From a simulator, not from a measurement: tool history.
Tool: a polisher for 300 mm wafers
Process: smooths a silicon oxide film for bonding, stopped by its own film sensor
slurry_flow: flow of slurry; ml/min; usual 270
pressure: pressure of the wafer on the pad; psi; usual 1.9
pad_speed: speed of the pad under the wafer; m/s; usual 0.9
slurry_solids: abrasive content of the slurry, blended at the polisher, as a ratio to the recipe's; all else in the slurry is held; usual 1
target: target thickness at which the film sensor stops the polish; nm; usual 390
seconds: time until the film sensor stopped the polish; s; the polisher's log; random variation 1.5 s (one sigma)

run     day  slurry_flow  pressure  pad_speed  slurry_solids  target  wafers since the last listed run  wafers polished on this pad  hours since the slurry nozzle was cleaned  hours since the head pressure was calibrated  hours since the slurry blender was calibrated  incoming thickness of the incoming film, nm  seconds
  1       0          270       1.9        0.9              1     390                                 0                          552                                      404.6                                         704.7                                           51.5                                        460.4    107.6
  2   0.517          270       1.9        0.9              1     390                               111                          664                                        417                                         717.1                                           63.9                                        472.8    126.2
  3   1.062          295       1.9        0.9              1     390                               117                          781                                      430.1                                         730.2                                             77                                          467    114.9
  4   1.617          295       1.9        0.9              1     390                               119                          901                                      443.4                                         743.5                                           90.3                                        467.3    116.8
      1.746  -- slurry blender recalibrated
  5   2.533          270       2.1        0.7              1     390                               179                         1081                                      465.4                                         765.5                                           18.9                                        469.4    128.6
       2.75  -- worn pad replaced by a new one
  6   3.338          270       2.1        0.7              1     390                               137                          126                                      484.7                                         784.8                                           38.2                                        472.3    131.9
  7   4.046          270       1.9        0.9              1     390                               152                          279                                      501.7                                         801.8                                           55.2                                        477.7    134.7
  8     5.1          270       1.9        0.9              1     407                               227                          506                                        527                                         827.1                                           80.5                                        472.4    100.2
      5.508  -- slurry blender recalibrated
      5.612  -- slurry nozzle cleaned
  9   5.962          295       1.9       0.78              1     372                               159                          665                                        8.4                                         847.8                                           10.9                                        466.7    143.7
      6.892  -- head pressure recalibrated
 10     7.2          225       1.3       1.08           0.85     390                               249                          914                                       38.1                                           7.4                                           40.6                                        468.1    151.2
      8.329  -- worn pad replaced by a new one
 11    8.35          270       1.9        0.9           1.15     411                               212                            4                                       65.7                                            35                                           68.2                                        467.1     76.5
 12   8.888          270       2.6       0.78            1.2     399                               115                          120                                       78.6                                          47.9                                           81.1                                        470.8     76.8
 13   9.846          325       1.7        0.9              1     411                               206                          327                                      101.6                                          70.9                                          104.1                                        478.3      104
     10.333  -- slurry blender recalibrated
 14  10.671          245       1.6       1.22            1.1     390                               160                          487                                      121.4                                          90.7                                            8.1                                        463.3    102.7
 15  11.246          270       1.9        0.9              1     390                               124                          611                                      135.2                                         104.5                                           21.9                                        462.5      108
 16  11.838          270       1.9        0.9              1     390                               127                          739                                      149.4                                         118.7                                           36.1                                        463.2    106.4

4 ways to go on from here, each from the tool as it stands after run 16. What would each give?
  A  11.858          270       1.9        0.9              1     390                                 4                          743                                      149.9                                         119.2                                           36.6                                        470.8        ?
  B  11.858          320       1.9       0.74              1     405                                 4                          743                                      149.9                                         119.2                                           36.6                                        470.8        ?
  C  11.858          205       1.9       0.58           1.25     415                                 4                          743                                      149.9                                         119.2                                           36.6                                        470.8        ?
  D  11.858          270       1.9       1.14              1     415                                 4                          743                                      149.9                                         119.2                                           36.6                                        470.8        ?

run  seconds
  A    117.8
  B    102.6
  C     94.9
  D     72.2
Without the tool's hidden state the same runs would have given:
run  seconds
  A    113.2
  B     99.2
  C     89.9
  D     69.4
